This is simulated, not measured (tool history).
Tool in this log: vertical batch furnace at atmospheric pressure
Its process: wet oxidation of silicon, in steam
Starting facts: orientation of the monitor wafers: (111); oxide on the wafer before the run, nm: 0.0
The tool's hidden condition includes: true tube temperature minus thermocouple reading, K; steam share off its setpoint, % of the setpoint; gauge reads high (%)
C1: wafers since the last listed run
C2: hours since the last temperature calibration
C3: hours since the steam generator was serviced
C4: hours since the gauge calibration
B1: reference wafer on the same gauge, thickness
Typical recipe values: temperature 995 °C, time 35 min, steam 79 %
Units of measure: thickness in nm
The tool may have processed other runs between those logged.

{"run": 1, "hour": 0.0, "temperature": 995, "time": 35, "steam": 83, "C1": 0, "C2": 5086.6, "C3": 1266.3, "C4": 260.1, "B1": 310.9, "thickness": 271.02}
{"run": 2, "hour": 19.2, "temperature": 995, "time": 35, "steam": 83, "C1": 313, "C2": 5105.8, "C3": 1285.5, "C4": 279.3, "B1": 310.99, "thickness": 270.63}
{"run": 3, "hour": 39.5, "temperature": 995, "time": 35, "steam": 83, "C1": 331, "C2": 5126.1, "C3": 1305.8, "C4": 299.6, "B1": 311.11, "thickness": 271.3}
{"run": 4, "hour": 59.3, "temperature": 995, "time": 35, "steam": 79, "C1": 323, "C2": 5145.9, "C3": 1325.6, "C4": 319.4, "B1": 311.12, "thickness": 261.74}
{"run": 5, "hour": 75.5, "temperature": 995, "time": 35, "steam": 79, "C1": 264, "C2": 5162.1, "C3": 1341.8, "C4": 335.6, "B1": 311.03, "thickness": 261.75}
{"run": 6, "hour": 100.2, "temperature": 995, "time": 35, "steam": 86, "C1": 403, "C2": 5186.8, "C3": 1366.5, "C4": 360.3, "B1": 311.04, "thickness": 277.58}
{"run": 7, "hour": 120.3, "temperature": 995, "time": 35, "steam": 70, "C1": 328, "C2": 5206.9, "C3": 1386.6, "C4": 380.4, "B1": 311.04, "thickness": 241.24}
{"run": 8, "hour": 148.6, "temperature": 995, "time": 35, "steam": 79, "C1": 462, "C2": 5235.2, "C3": 1414.9, "C4": 408.7, "B1": 310.93, "thickness": 260.89}
{"run": 9, "hour": 163.8, "temperature": 995, "time": 35, "steam": 79, "C1": 248, "C2": 5250.4, "C3": 1430.1, "C4": 423.9, "B1": 310.89, "thickness": 260.87}
{"run": 10, "hour": 184.1, "temperature": 995, "time": 35, "steam": 72, "C1": 331, "C2": 5270.7, "C3": 1450.4, "C4": 444.2, "B1": 311.03, "thickness": 245.34}
{"run": 11, "hour": 204.5, "temperature": 995, "time": 35, "steam": 72, "C1": 333, "C2": 5291.1, "C3": 1470.8, "C4": 464.6, "B1": 311.02, "thickness": 244.85}
{"run": 12, "hour": 236.6, "temperature": 995, "time": 35, "steam": 72, "C1": 524, "C2": 5323.2, "C3": 1502.9, "C4": 496.7, "B1": 310.93, "thickness": 245.46}
{"hour": 331.3, "done": "thermocouples replaced and temperature profile calibrated"}
{"run": 13, "hour": 332.9, "temperature": 995, "time": 35, "steam": 79, "C1": 1182, "C2": 1.6, "C3": 1599.2, "C4": 593, "B1": 310.87, "thickness": 250.83}
{"run": 14, "hour": 355.6, "temperature": 972, "time": 26, "steam": 72, "C1": 371, "C2": 24.3, "C3": 1621.9, "C4": 615.7, "B1": 311.01, "thickness": 157.97}
{"run": 15, "hour": 389.0, "temperature": 995, "time": 24.5, "steam": 79, "C1": 546, "C2": 57.7, "C3": 1655.3, "C4": 649.1, "B1": 311.02, "thickness": 196.28}
{"hour": 407.9, "done": "gauge calibrated"}
{"run": 16, "hour": 419.7, "temperature": 1010, "time": 25, "steam": 90, "C1": 501, "C2": 88.4, "C3": 1686, "C4": 11.8, "B1": 311.16, "thickness": 241.23}
{"run": 17, "hour": 433.3, "temperature": 995, "time": 45, "steam": 71, "C1": 222, "C2": 102, "C3": 1699.6, "C4": 25.4, "B1": 311.01, "thickness": 275.9}
{"run": 18, "hour": 457.6, "temperature": 995, "time": 35, "steam": 79, "C1": 397, "C2": 126.3, "C3": 1723.9, "C4": 49.7, "B1": 310.92, "thickness": 249.68}
{"hour": 483.5, "done": "steam generator serviced"}
{"run": 19, "hour": 484.0, "temperature": 995, "time": 35, "steam": 79, "C1": 39, "C2": 152.7, "C3": 0.5, "C4": 76.1, "B1": 311.09, "thickness": 259.31}
{"run": 20, "hour": 540.0, "temperature": 995, "time": 35, "steam": 83, "C1": 915, "C2": 208.7, "C3": 56.5, "C4": 132.1, "B1": 310.99, "thickness": 267.38}
{"run": 21, "hour": 567.5, "temperature": 979, "time": 20, "steam": 89, "C1": 449, "C2": 236.2, "C3": 84, "C4": 159.6, "B1": 311.04, "thickness": 168.04}
{"run": 22, "hour": 601.6, "temperature": 982, "time": 35, "steam": 79, "C1": 557, "C2": 270.3, "C3": 118.1, "C4": 193.7, "B1": 311.06, "thickness": 235.8}
{"run": 23, "hour": 632.2, "temperature": 995, "time": 43.5, "steam": 79, "C1": 500, "C2": 300.9, "C3": 148.7, "C4": 224.3, "B1": 310.97, "thickness": 300.28}
{"run": 24, "hour": 661.1, "temperature": 1012, "time": 30.5, "steam": 79, "C1": 472, "C2": 329.8, "C3": 177.6, "C4": 253.2, "B1": 311.05, "thickness": 265.35}
{"run": 25, "hour": 763.5, "temperature": 995, "time": 35, "steam": 90, "C1": 1674, "C2": 432.2, "C3": 280, "C4": 355.6, "B1": 311.02, "thickness": 283.75}
{"run": 26, "hour": 785.0, "temperature": 976, "time": 17.5, "steam": 79, "C1": 351, "C2": 453.7, "C3": 301.5, "C4": 377.1, "B1": 310.87, "thickness": 136.2}
{"run": 27, "hour": 809.7, "temperature": 976, "time": 42.5, "steam": 89, "C1": 403, "C2": 478.4, "C3": 326.2, "C4": 401.8, "B1": 311.01, "thickness": 281.67}

3 options for the next run, each taken on its own from the tool as it stands now. Forecast them:
{"run": "A", "hour": 813.7, "temperature": 995, "time": 35, "steam": 79, "C1": 65, "C2": 482.4, "C3": 330.2, "C4": 405.8, "B1": "?", "thickness": "?"}
{"run": "B", "hour": 813.7, "temperature": 976, "time": 35, "steam": 79, "C1": 65, "C2": 482.4, "C3": 330.2, "C4": 405.8, "B1": "?", "thickness": "?"}
{"run": "C", "hour": 813.7, "temperature": 995, "time": 35, "steam": 75, "C1": 65, "C2": 482.4, "C3": 330.2, "C4": 405.8, "B1": "?", "thickness": "?"}

run=A B1=310.9 thickness=260.8
run=B B1=310.9 thickness=226.96
run=C B1=310.9 thickness=251.88
Had the tool no hidden state, the same runs would have come out as:
run=A thickness=260.53
run=B thickness=226.53
run=C thickness=251.6
